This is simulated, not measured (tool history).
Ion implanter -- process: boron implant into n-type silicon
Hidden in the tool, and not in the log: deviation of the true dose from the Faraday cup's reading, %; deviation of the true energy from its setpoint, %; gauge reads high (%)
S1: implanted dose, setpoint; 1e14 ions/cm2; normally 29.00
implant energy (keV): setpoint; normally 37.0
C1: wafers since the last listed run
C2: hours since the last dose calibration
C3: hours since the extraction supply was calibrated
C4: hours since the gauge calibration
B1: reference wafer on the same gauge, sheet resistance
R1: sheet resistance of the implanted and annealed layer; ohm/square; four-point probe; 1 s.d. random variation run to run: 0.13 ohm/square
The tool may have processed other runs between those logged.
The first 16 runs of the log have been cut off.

{"run": 17, "hour": 268.8, "S1": 31.33, "implant energy (keV)": 26.5, "C1": 211, "C2": 561.1, "C3": 3385.5, "C4": 113.0, "B1": 50.11, "R1": 51.18}
{"run": 18, "hour": 282.0, "S1": 29.0, "implant energy (keV)": 37.0, "C1": 193, "C2": 574.3, "C3": 3398.7, "C4": 126.2, "B1": 50.1, "R1": 48.32}
{"run": 19, "hour": 291.9, "S1": 29.0, "implant energy (keV)": 37.0, "C1": 145, "C2": 584.2, "C3": 3408.6, "C4": 136.1, "B1": 50.15, "R1": 48.29}
{"run": 20, "hour": 305.0, "S1": 33.02, "implant energy (keV)": 48.5, "C1": 192, "C2": 597.3, "C3": 3421.7, "C4": 149.2, "B1": 50.17, "R1": 41.96}
{"run": 21, "hour": 318.6, "S1": 21.46, "implant energy (keV)": 33.0, "C1": 199, "C2": 610.9, "C3": 3435.3, "C4": 162.8, "B1": 50.04, "R1": 59.59}
{"run": 22, "hour": 332.1, "S1": 25.28, "implant energy (keV)": 43.0, "C1": 198, "C2": 624.4, "C3": 3448.8, "C4": 176.3, "B1": 50.09, "R1": 50.91}
{"run": 23, "hour": 344.5, "S1": 32.08, "implant energy (keV)": 29.0, "C1": 182, "C2": 636.8, "C3": 3461.2, "C4": 188.7, "B1": 50.11, "R1": 48.9}
{"run": 24, "hour": 361.4, "S1": 35.94, "implant energy (keV)": 26.0, "C1": 248, "C2": 653.7, "C3": 3478.1, "C4": 205.6, "B1": 50.08, "R1": 49.08}
{"hour": 369.4, "done": "Faraday cup replaced and dose calibrated"}
{"run": 25, "hour": 377.7, "S1": 37.6, "implant energy (keV)": 44.5, "C1": 121, "C2": 8.3, "C3": 3494.4, "C4": 221.9, "B1": 50.14, "R1": 40.08}
{"run": 26, "hour": 389.7, "S1": 25.28, "implant energy (keV)": 43.0, "C1": 176, "C2": 20.3, "C3": 3506.4, "C4": 233.9, "B1": 50.14, "R1": 51.02}
{"run": 27, "hour": 396.3, "S1": 23.16, "implant energy (keV)": 46.5, "C1": 96, "C2": 26.9, "C3": 3513.0, "C4": 240.5, "B1": 50.1, "R1": 53.61}
{"hour": 412.8, "done": "extraction supply calibrated"}
{"run": 28, "hour": 413.9, "S1": 24.43, "implant energy (keV)": 28.0, "C1": 140, "C2": 44.5, "C3": 1.1, "C4": 258.1, "B1": 50.09, "R1": 56.78}
{"run": 29, "hour": 420.9, "S1": 36.13, "implant energy (keV)": 46.0, "C1": 102, "C2": 51.5, "C3": 8.1, "C4": 265.1, "B1": 50.04, "R1": 40.57}
{"run": 30, "hour": 431.5, "S1": 22.88, "implant energy (keV)": 33.5, "C1": 155, "C2": 62.1, "C3": 18.7, "C4": 275.7, "B1": 50.1, "R1": 57.04}
{"run": 31, "hour": 446.6, "S1": 25.49, "implant energy (keV)": 31.0, "C1": 221, "C2": 77.2, "C3": 33.8, "C4": 290.8, "B1": 50.11, "R1": 54.1}
{"run": 32, "hour": 462.1, "S1": 23.88, "implant energy (keV)": 46.0, "C1": 227, "C2": 92.7, "C3": 49.3, "C4": 306.3, "B1": 50.15, "R1": 52.55}
{"run": 33, "hour": 473.5, "S1": 25.34, "implant energy (keV)": 42.0, "C1": 167, "C2": 104.1, "C3": 60.7, "C4": 317.7, "B1": 50.13, "R1": 51.4}
{"run": 34, "hour": 490.9, "S1": 29.0, "implant energy (keV)": 37.0, "C1": 255, "C2": 121.5, "C3": 78.1, "C4": 335.1, "B1": 50.12, "R1": 48.26}
{"run": 35, "hour": 505.1, "S1": 29.0, "implant energy (keV)": 37.0, "C1": 208, "C2": 135.7, "C3": 92.3, "C4": 349.3, "B1": 50.11, "R1": 48.1}
{"run": 36, "hour": 522.3, "S1": 21.61, "implant energy (keV)": 44.5, "C1": 252, "C2": 152.9, "C3": 109.5, "C4": 366.5, "B1": 50.08, "R1": 57.08}
{"run": 37, "hour": 538.5, "S1": 29.0, "implant energy (keV)": 49.0, "C1": 237, "C2": 169.1, "C3": 125.7, "C4": 382.7, "B1": 50.06, "R1": 45.43}
{"run": 38, "hour": 551.2, "S1": 22.17, "implant energy (keV)": 37.0, "C1": 186, "C2": 181.8, "C3": 138.4, "C4": 395.4, "B1": 50.13, "R1": 57.46}
{"run": 39, "hour": 567.5, "S1": 33.1, "implant energy (keV)": 41.5, "C1": 239, "C2": 198.1, "C3": 154.7, "C4": 411.7, "B1": 50.1, "R1": 43.33}

Here are 3 independent what-if runs from the current tool condition. What would each one return?
{"run": "A", "hour": 567.9, "S1": 29.0, "implant energy (keV)": 32.5, "C1": 5, "C2": 198.5, "C3": 155.1, "C4": 412.1, "B1": "?", "R1": "?"}
{"run": "B", "hour": 567.9, "S1": 25.63, "implant energy (keV)": 43.5, "C1": 5, "C2": 198.5, "C3": 155.1, "C4": 412.1, "B1": "?", "R1": "?"}
{"run": "C", "hour": 567.9, "S1": 37.19, "implant energy (keV)": 31.0, "C1": 5, "C2": 198.5, "C3": 155.1, "C4": 412.1, "B1": "?", "R1": "?"}

run=A B1=50.10 R1=49.92
run=B B1=50.10 R1=50.66
run=C B1=50.10 R1=45.41
Take away the tool's hidden state, keep each run's random variation, and the runs would have read:
run=A R1=49.92
run=B R1=50.66
run=C R1=45.41

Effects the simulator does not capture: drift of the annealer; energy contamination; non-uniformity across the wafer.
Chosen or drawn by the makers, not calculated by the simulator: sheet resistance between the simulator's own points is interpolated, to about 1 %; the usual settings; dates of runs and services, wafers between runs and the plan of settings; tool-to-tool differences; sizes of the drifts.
